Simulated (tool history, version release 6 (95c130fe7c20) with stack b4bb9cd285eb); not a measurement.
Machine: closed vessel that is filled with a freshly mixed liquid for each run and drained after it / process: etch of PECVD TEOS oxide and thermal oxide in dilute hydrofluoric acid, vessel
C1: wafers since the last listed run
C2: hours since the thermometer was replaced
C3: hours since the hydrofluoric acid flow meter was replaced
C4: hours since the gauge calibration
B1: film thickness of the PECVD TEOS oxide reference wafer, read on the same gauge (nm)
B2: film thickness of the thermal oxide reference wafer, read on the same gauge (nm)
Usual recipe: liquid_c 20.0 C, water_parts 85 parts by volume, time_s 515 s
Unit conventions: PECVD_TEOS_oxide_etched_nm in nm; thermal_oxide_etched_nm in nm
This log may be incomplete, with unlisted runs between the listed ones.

{"run": 1, "hour": 0.0, "liquid_c": 20.0, "water_parts": 85, "time_s": 515, "C1": 0, "C2": 975.8, "C3": 1861.7, "C4": 586.1, "B1": 30.0, "B2": 60.0, "PECVD_TEOS_oxide_etched_nm": 58.95, "thermal_oxide_etched_nm": 26.92}
{"run": 2, "hour": 16.8, "liquid_c": 20.0, "water_parts": 85, "time_s": 515, "C1": 1402, "C2": 992.6, "C3": 1878.5, "C4": 602.9, "B1": 30.01, "B2": 60.01, "PECVD_TEOS_oxide_etched_nm": 59.28, "thermal_oxide_etched_nm": 26.99}
{"hour": 23.8, "done": "gauge calibrated"}
{"run": 3, "hour": 31.8, "liquid_c": 20.0, "water_parts": 85, "time_s": 515, "C1": 1252, "C2": 1007.6, "C3": 1893.5, "C4": 8.0, "B1": 29.98, "B2": 60.02, "PECVD_TEOS_oxide_etched_nm": 59.54, "thermal_oxide_etched_nm": 27.05}
{"run": 4, "hour": 41.0, "liquid_c": 20.0, "water_parts": 85, "time_s": 515, "C1": 767, "C2": 1016.8, "C3": 1902.7, "C4": 17.2, "B1": 30.0, "B2": 59.97, "PECVD_TEOS_oxide_etched_nm": 59.47, "thermal_oxide_etched_nm": 27.03}
{"run": 5, "hour": 53.6, "liquid_c": 20.0, "water_parts": 85, "time_s": 515, "C1": 1051, "C2": 1029.4, "C3": 1915.3, "C4": 29.8, "B1": 30.0, "B2": 59.95, "PECVD_TEOS_oxide_etched_nm": 59.28, "thermal_oxide_etched_nm": 27.05}
{"run": 6, "hour": 65.3, "liquid_c": 20.0, "water_parts": 85, "time_s": 515, "C1": 976, "C2": 1041.1, "C3": 1927.0, "C4": 41.5, "B1": 30.0, "B2": 60.0, "PECVD_TEOS_oxide_etched_nm": 58.62, "thermal_oxide_etched_nm": 27.19}
{"run": 7, "hour": 74.4, "liquid_c": 20.0, "water_parts": 85, "time_s": 515, "C1": 759, "C2": 1050.2, "C3": 1936.1, "C4": 50.6, "B1": 29.98, "B2": 60.04, "PECVD_TEOS_oxide_etched_nm": 59.41, "thermal_oxide_etched_nm": 26.98}
{"run": 8, "hour": 81.8, "liquid_c": 20.0, "water_parts": 85, "time_s": 515, "C1": 617, "C2": 1057.6, "C3": 1943.5, "C4": 58.0, "B1": 29.99, "B2": 60.04, "PECVD_TEOS_oxide_etched_nm": 59.13, "thermal_oxide_etched_nm": 26.75}
{"run": 9, "hour": 98.5, "liquid_c": 24.0, "water_parts": 60, "time_s": 515, "C1": 1394, "C2": 1074.3, "C3": 1960.2, "C4": 74.7, "B1": 30.0, "B2": 60.02, "PECVD_TEOS_oxide_etched_nm": 101.48, "thermal_oxide_etched_nm": 46.24}
{"run": 10, "hour": 105.5, "liquid_c": 20.0, "water_parts": 85, "time_s": 515, "C1": 584, "C2": 1081.3, "C3": 1967.2, "C4": 81.7, "B1": 30.02, "B2": 60.03, "PECVD_TEOS_oxide_etched_nm": 59.13, "thermal_oxide_etched_nm": 26.85}
{"run": 11, "hour": 120.6, "liquid_c": 21.5, "water_parts": 85, "time_s": 385, "C1": 1260, "C2": 1096.4, "C3": 1982.3, "C4": 96.8, "B1": 29.99, "B2": 60.02, "PECVD_TEOS_oxide_etched_nm": 47.05, "thermal_oxide_etched_nm": 21.4}
{"run": 12, "hour": 134.0, "liquid_c": 21.5, "water_parts": 65, "time_s": 800, "C1": 1118, "C2": 1109.8, "C3": 1995.7, "C4": 110.2, "B1": 29.99, "B2": 60.01, "PECVD_TEOS_oxide_etched_nm": 131.22, "thermal_oxide_etched_nm": 59.17}
{"run": 13, "hour": 141.3, "liquid_c": 17.0, "water_parts": 85, "time_s": 730, "C1": 609, "C2": 1117.1, "C3": 2003.0, "C4": 117.5, "B1": 30.02, "B2": 59.97, "PECVD_TEOS_oxide_etched_nm": 73.91, "thermal_oxide_etched_nm": 33.77}
{"run": 14, "hour": 152.0, "liquid_c": 17.0, "water_parts": 85, "time_s": 515, "C1": 893, "C2": 1127.8, "C3": 2013.7, "C4": 128.2, "B1": 29.99, "B2": 60.04, "PECVD_TEOS_oxide_etched_nm": 51.86, "thermal_oxide_etched_nm": 23.88}
{"run": 15, "hour": 165.5, "liquid_c": 20.0, "water_parts": 75, "time_s": 215, "C1": 1126, "C2": 1141.3, "C3": 2027.2, "C4": 141.7, "B1": 30.0, "B2": 59.98, "PECVD_TEOS_oxide_etched_nm": 28.21, "thermal_oxide_etched_nm": 12.9}
{"hour": 172.0, "done": "hydrofluoric acid flow meter replaced"}
{"run": 16, "hour": 174.7, "liquid_c": 24.0, "water_parts": 45, "time_s": 640, "C1": 684, "C2": 1150.5, "C3": 2.7, "C4": 150.9, "B1": 30.01, "B2": 60.03, "PECVD_TEOS_oxide_etched_nm": 155.74, "thermal_oxide_etched_nm": 70.67}
{"run": 17, "hour": 188.1, "liquid_c": 22.0, "water_parts": 55, "time_s": 610, "C1": 1118, "C2": 1163.9, "C3": 16.1, "C4": 164.3, "B1": 29.98, "B2": 59.97, "PECVD_TEOS_oxide_etched_nm": 110.42, "thermal_oxide_etched_nm": 50.04}
{"run": 18, "hour": 199.6, "liquid_c": 20.0, "water_parts": 105, "time_s": 515, "C1": 959, "C2": 1175.4, "C3": 27.6, "C4": 175.8, "B1": 29.97, "B2": 60.03, "PECVD_TEOS_oxide_etched_nm": 42.49, "thermal_oxide_etched_nm": 19.2}
{"hour": 204.1, "done": "thermometer replaced"}
{"run": 19, "hour": 208.1, "liquid_c": 20.0, "water_parts": 85, "time_s": 355, "C1": 626, "C2": 4.0, "C3": 36.1, "C4": 184.3, "B1": 30.01, "B2": 60.0, "PECVD_TEOS_oxide_etched_nm": 39.18, "thermal_oxide_etched_nm": 17.79}
{"run": 20, "hour": 223.0, "liquid_c": 17.0, "water_parts": 110, "time_s": 220, "C1": 1243, "C2": 18.9, "C3": 51.0, "C4": 199.2, "B1": 30.0, "B2": 60.02, "PECVD_TEOS_oxide_etched_nm": 16.04, "thermal_oxide_etched_nm": 7.34}
{"run": 21, "hour": 236.8, "liquid_c": 17.0, "water_parts": 60, "time_s": 415, "C1": 1151, "C2": 32.7, "C3": 64.8, "C4": 213.0, "B1": 29.99, "B2": 60.02, "PECVD_TEOS_oxide_etched_nm": 58.23, "thermal_oxide_etched_nm": 26.9}
{"run": 22, "hour": 279.5, "liquid_c": 24.5, "water_parts": 50, "time_s": 765, "C1": 3564, "C2": 75.4, "C3": 107.5, "C4": 255.7, "B1": 30.01, "B2": 60.01, "PECVD_TEOS_oxide_etched_nm": 180.58, "thermal_oxide_etched_nm": 81.88}
{"run": 23, "hour": 292.6, "liquid_c": 20.0, "water_parts": 85, "time_s": 515, "C1": 1093, "C2": 88.5, "C3": 120.6, "C4": 268.8, "B1": 29.99, "B2": 59.97, "PECVD_TEOS_oxide_etched_nm": 56.93, "thermal_oxide_etched_nm": 25.88}
{"run": 24, "hour": 307.2, "liquid_c": 23.5, "water_parts": 85, "time_s": 380, "C1": 1218, "C2": 103.1, "C3": 135.2, "C4": 283.4, "B1": 30.01, "B2": 59.97, "PECVD_TEOS_oxide_etched_nm": 48.7, "thermal_oxide_etched_nm": 21.92}
{"run": 25, "hour": 313.3, "liquid_c": 18.5, "water_parts": 85, "time_s": 515, "C1": 509, "C2": 109.2, "C3": 141.3, "C4": 289.5, "B1": 30.02, "B2": 59.99, "PECVD_TEOS_oxide_etched_nm": 53.06, "thermal_oxide_etched_nm": 24.38}

Consider 5 possible next runs. They are alternatives, not a sequence: every one starts from the tool as it was left by run 25. What does each give?
{"run": "A", "hour": 314.1, "liquid_c": 20.0, "water_parts": 115, "time_s": 515, "C1": 66, "C2": 110.0, "C3": 142.1, "C4": 290.3, "B1": "?", "B2": "?", "PECVD_TEOS_oxide_etched_nm": "?", "thermal_oxide_etched_nm": "?"}
{"run": "B", "hour": 314.1, "liquid_c": 17.0, "water_parts": 85, "time_s": 675, "C1": 66, "C2": 110.0, "C3": 142.1, "C4": 290.3, "B1": "?", "B2": "?", "PECVD_TEOS_oxide_etched_nm": "?", "thermal_oxide_etched_nm": "?"}
{"run": "C", "hour": 314.1, "liquid_c": 20.0, "water_parts": 105, "time_s": 815, "C1": 66, "C2": 110.0, "C3": 142.1, "C4": 290.3, "B1": "?", "B2": "?", "PECVD_TEOS_oxide_etched_nm": "?", "thermal_oxide_etched_nm": "?"}
{"run": "D", "hour": 314.1, "liquid_c": 20.0, "water_parts": 100, "time_s": 515, "C1": 66, "C2": 110.0, "C3": 142.1, "C4": 290.3, "B1": "?", "B2": "?", "PECVD_TEOS_oxide_etched_nm": "?", "thermal_oxide_etched_nm": "?"}
{"run": "E", "hour": 314.1, "liquid_c": 17.0, "water_parts": 100, "time_s": 220, "C1": 66, "C2": 110.0, "C3": 142.1, "C4": 290.3, "B1": "?", "B2": "?", "PECVD_TEOS_oxide_etched_nm": "?", "thermal_oxide_etched_nm": "?"}

run=A B1=29.99 B2=60.02 PECVD_TEOS_oxide_etched_nm=40.66 thermal_oxide_etched_nm=18.52
run=B B1=29.99 B2=60.02 PECVD_TEOS_oxide_etched_nm=65.63 thermal_oxide_etched_nm=29.89
run=C B1=29.99 B2=60.02 PECVD_TEOS_oxide_etched_nm=71.23 thermal_oxide_etched_nm=32.44
run=D B1=29.99 B2=60.02 PECVD_TEOS_oxide_etched_nm=47.52 thermal_oxide_etched_nm=21.64
run=E B1=29.99 B2=60.02 PECVD_TEOS_oxide_etched_nm=17.90 thermal_oxide_etched_nm=8.15
Without the tool's hidden state the same runs would have given:
run=A PECVD_TEOS_oxide_etched_nm=40.81 thermal_oxide_etched_nm=18.59
run=B PECVD_TEOS_oxide_etched_nm=65.97 thermal_oxide_etched_nm=30.04
run=C PECVD_TEOS_oxide_etched_nm=71.51 thermal_oxide_etched_nm=32.57
run=D PECVD_TEOS_oxide_etched_nm=47.71 thermal_oxide_etched_nm=21.73
run=E PECVD_TEOS_oxide_etched_nm=17.99 thermal_oxide_etched_nm=8.19
